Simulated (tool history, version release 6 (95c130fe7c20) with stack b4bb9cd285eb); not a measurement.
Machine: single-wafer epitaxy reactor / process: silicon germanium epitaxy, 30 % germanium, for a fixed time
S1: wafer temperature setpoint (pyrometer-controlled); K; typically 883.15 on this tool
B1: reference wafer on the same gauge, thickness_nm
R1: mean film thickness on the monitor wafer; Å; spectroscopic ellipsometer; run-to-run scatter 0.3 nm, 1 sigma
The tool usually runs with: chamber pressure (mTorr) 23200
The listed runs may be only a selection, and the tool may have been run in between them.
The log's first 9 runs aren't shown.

-- day=4.121 showerhead replaced
run 10 day=4.246 | S1=883.15 chamber_pressure_(mTorr)=23200 | B1=88.63 | R1=707.15
run 11 day=4.717 | S1=883.15 chamber_pressure_(mTorr)=18900 | B1=88.744 | R1=624.91
run 12 day=5.088 | S1=883.15 chamber_pressure_(mTorr)=18900 | B1=88.651 | R1=619.06
run 13 day=5.742 | S1=883.15 chamber_pressure_(mTorr)=23200 | B1=88.785 | R1=697.57
run 14 day=6.45 | S1=892.15 chamber_pressure_(mTorr)=27400 | B1=88.784 | R1=888.89
run 15 day=6.958 | S1=883.15 chamber_pressure_(mTorr)=27900 | B1=88.647 | R1=780.19
run 16 day=7.308 | S1=883.15 chamber_pressure_(mTorr)=23200 | B1=88.629 | R1=704.94
-- day=7.688 gauge calibrated
run 17 day=7.925 | S1=894.15 chamber_pressure_(mTorr)=26400 | B1=88.642 | R1=898.93
run 18 day=8.671 | S1=883.15 chamber_pressure_(mTorr)=23200 | B1=88.722 | R1=704.28
run 19 day=9.062 | S1=883.15 chamber_pressure_(mTorr)=23200 | B1=88.713 | R1=700.8
run 20 day=9.508 | S1=887.15 chamber_pressure_(mTorr)=27200 | B1=88.696 | R1=810.4
run 21 day=9.946 | S1=883.15 chamber_pressure_(mTorr)=23200 | B1=88.778 | R1=695.53
-- day=10.4 pyrometer calibrated
-- day=10.725 capacitance manometer re-zeroed and calibrated
run 22 day=10.746 | S1=873.15 chamber_pressure_(mTorr)=20800 | B1=88.724 | R1=631.57
run 23 day=11.096 | S1=883.15 chamber_pressure_(mTorr)=23200 | B1=88.758 | R1=788.86
run 24 day=11.596 | S1=883.15 chamber_pressure_(mTorr)=23200 | B1=88.695 | R1=789.78

Run 25 is up next; what results do you expect?
run 25 day=12.121 | S1=874.15 chamber_pressure_(mTorr)=18000 | B1=? | R1=?

For run 25 the tool returned B1 88.663, R1 587.6 Å.
Were there no unlogged condition in the tool, this run, its random variation unchanged, would have produced R1 587.11 Å.
